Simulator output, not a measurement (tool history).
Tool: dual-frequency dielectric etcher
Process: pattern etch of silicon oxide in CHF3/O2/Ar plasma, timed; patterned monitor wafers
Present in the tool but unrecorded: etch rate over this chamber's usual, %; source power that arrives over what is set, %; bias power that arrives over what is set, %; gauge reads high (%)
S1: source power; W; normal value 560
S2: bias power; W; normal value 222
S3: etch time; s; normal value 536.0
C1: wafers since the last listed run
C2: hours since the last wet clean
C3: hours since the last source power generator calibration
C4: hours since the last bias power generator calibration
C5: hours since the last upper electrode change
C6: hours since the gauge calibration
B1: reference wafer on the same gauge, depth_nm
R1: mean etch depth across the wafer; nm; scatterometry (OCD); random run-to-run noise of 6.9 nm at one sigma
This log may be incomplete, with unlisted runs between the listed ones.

| run | hour | S1 | S2 | S3 | C1 | C2 | C3 | C4 | C5 | C6 | B1 | R1 |
|---|---|---|---|---|---|---|---|---|---|---|---|---|
| 1 | 0.0 | 560 | 222 | 536.0 | 0 | 771.6 | 2761.8 | 3656.4 | 1255.3 | 4137.6 | 899.1 | 1066.6 |
| 2 | 87.9 | 560 | 222 | 536.0 | 261 | 859.5 | 2849.7 | 3744.3 | 1343.2 | 4225.5 | 901.0 | 1078.5 |
|  | 114.3 | wet clean of the chamber, repeated, since the last time left the tool worse |
|  | 177.1 | source power generator calibrated |
|  | 203.5 | gauge calibrated |
| 3 | 270.2 | 560 | 193 | 536.0 | 458 | 155.9 | 93.1 | 3926.6 | 1525.5 | 66.7 | 900.0 | 962.1 |
|  | 307.4 | bias power generator calibrated |
| 4 | 322.1 | 560 | 189 | 536.0 | 142 | 207.8 | 145.0 | 14.7 | 1577.4 | 118.6 | 899.6 | 961.6 |
| 5 | 380.6 | 560 | 189 | 536.0 | 173 | 266.3 | 203.5 | 73.2 | 1635.9 | 177.1 | 902.4 | 956.3 |
| 6 | 441.1 | 560 | 189 | 536.0 | 179 | 326.8 | 264.0 | 133.7 | 1696.4 | 237.6 | 898.8 | 965.6 |
| 7 | 509.0 | 560 | 222 | 650.0 | 201 | 394.7 | 331.9 | 201.6 | 1764.3 | 305.5 | 900.8 | 1237.2 |
| 8 | 607.0 | 560 | 222 | 536.0 | 291 | 492.7 | 429.9 | 299.6 | 1862.3 | 403.5 | 900.7 | 1020.5 |
| 9 | 681.0 | 520 | 167 | 399.0 | 219 | 566.7 | 503.9 | 373.6 | 1936.3 | 477.5 | 900.0 | 672.9 |
|  | 756.2 | wet clean of the chamber |
| 10 | 756.7 | 560 | 268 | 420.5 | 153 | 0.5 | 579.6 | 449.3 | 2012.0 | 553.2 | 899.7 | 835.8 |
| 11 | 809.1 | 600 | 167 | 644.5 | 155 | 52.9 | 632.0 | 501.7 | 2064.4 | 605.6 | 899.7 | 1143.3 |
| 12 | 887.2 | 560 | 237 | 477.5 | 231 | 131.0 | 710.1 | 579.8 | 2142.5 | 683.7 | 899.1 | 924.7 |
| 13 | 941.6 | 510 | 222 | 536.0 | 161 | 185.4 | 764.5 | 634.2 | 2196.9 | 738.1 | 898.0 | 976.6 |
| 14 | 988.4 | 640 | 222 | 536.0 | 139 | 232.2 | 811.3 | 681.0 | 2243.7 | 784.9 | 897.1 | 1063.5 |
| 15 | 1077.8 | 690 | 222 | 608.0 | 265 | 321.6 | 900.7 | 770.4 | 2333.1 | 874.3 | 897.5 | 1247.1 |
| 16 | 1181.4 | 450 | 222 | 469.0 | 307 | 425.2 | 1004.3 | 874.0 | 2436.7 | 977.9 | 900.7 | 826.0 |
|  | 1257.1 | upper electrode replaced |
| 17 | 1284.4 | 460 | 276 | 399.0 | 234 | 528.2 | 1107.3 | 977.0 | 27.3 | 1080.9 | 898.9 | 756.5 |
| 18 | 1333.2 | 610 | 222 | 536.0 | 144 | 577.0 | 1156.1 | 1025.8 | 76.1 | 1129.7 | 899.3 | 1064.2 |
| 19 | 1380.0 | 650 | 222 | 536.0 | 139 | 623.8 | 1202.9 | 1072.6 | 122.9 | 1176.5 | 898.1 | 1090.1 |
|  | 1416.9 | wet clean of the chamber |
| 20 | 1478.7 | 560 | 253 | 536.0 | 221 | 61.8 | 1301.6 | 1171.3 | 221.6 | 1275.2 | 900.0 | 1050.1 |
| 21 | 1546.8 | 560 | 169 | 688.0 | 202 | 129.9 | 1369.7 | 1239.4 | 289.7 | 1343.3 | 901.9 | 1193.7 |
| 22 | 1591.4 | 560 | 222 | 536.0 | 132 | 174.5 | 1414.3 | 1284.0 | 334.3 | 1387.9 | 903.5 | 1015.0 |
| 23 | 1662.2 | 620 | 199 | 664.0 | 210 | 245.3 | 1485.1 | 1354.8 | 405.1 | 1458.7 | 898.4 | 1258.1 |
| 24 | 1756.7 | 510 | 207 | 536.0 | 280 | 339.8 | 1579.6 | 1449.3 | 499.6 | 1553.2 | 901.1 | 959.3 |
| 25 | 1843.9 | 620 | 199 | 685.0 | 258 | 427.0 | 1666.8 | 1536.5 | 586.8 | 1640.4 | 898.3 | 1297.3 |
| 26 | 1892.7 | 690 | 222 | 608.0 | 144 | 475.8 | 1715.6 | 1585.3 | 635.6 | 1689.2 | 902.2 | 1258.9 |
| 27 | 1949.6 | 440 | 266 | 536.0 | 169 | 532.7 | 1772.5 | 1642.2 | 692.5 | 1746.1 | 898.0 | 989.8 |
|  | 2211.9 | wet clean of the chamber |
| 28 | 2212.4 | 460 | 276 | 684.0 | 709 | 0.5 | 2035.3 | 1905.0 | 955.3 | 2008.9 | 897.8 | 1265.5 |
| 29 | 2272.6 | 460 | 278 | 458.0 | 178 | 60.7 | 2095.5 | 1965.2 | 1015.5 | 2069.1 | 899.5 | 854.6 |

Run by run, hidden condition taken away, random variation retained:
| run | R1 |
|---|---|
| 1 | 1001.3 |
| 2 | 1009.6 |
| 3 | 957.3 |
| 4 | 955.1 |
| 5 | 947.9 |
| 6 | 955.1 |
| 7 | 1220.8 |
| 8 | 1003.7 |
| 9 | 660.1 |
| 10 | 832.6 |
| 11 | 1136.7 |
| 12 | 916.9 |
| 13 | 966.6 |
| 14 | 1050.8 |
| 15 | 1228.4 |
| 16 | 810.7 |
| 17 | 739.9 |
| 18 | 1039.2 |
| 19 | 1062.7 |
| 20 | 1047.1 |
| 21 | 1187.5 |
| 22 | 1008.2 |
| 23 | 1246.5 |
| 24 | 947.4 |
| 25 | 1277.3 |
| 26 | 1237.5 |
| 27 | 971.0 |
| 28 | 1266.8 |
| 29 | 853.7 |

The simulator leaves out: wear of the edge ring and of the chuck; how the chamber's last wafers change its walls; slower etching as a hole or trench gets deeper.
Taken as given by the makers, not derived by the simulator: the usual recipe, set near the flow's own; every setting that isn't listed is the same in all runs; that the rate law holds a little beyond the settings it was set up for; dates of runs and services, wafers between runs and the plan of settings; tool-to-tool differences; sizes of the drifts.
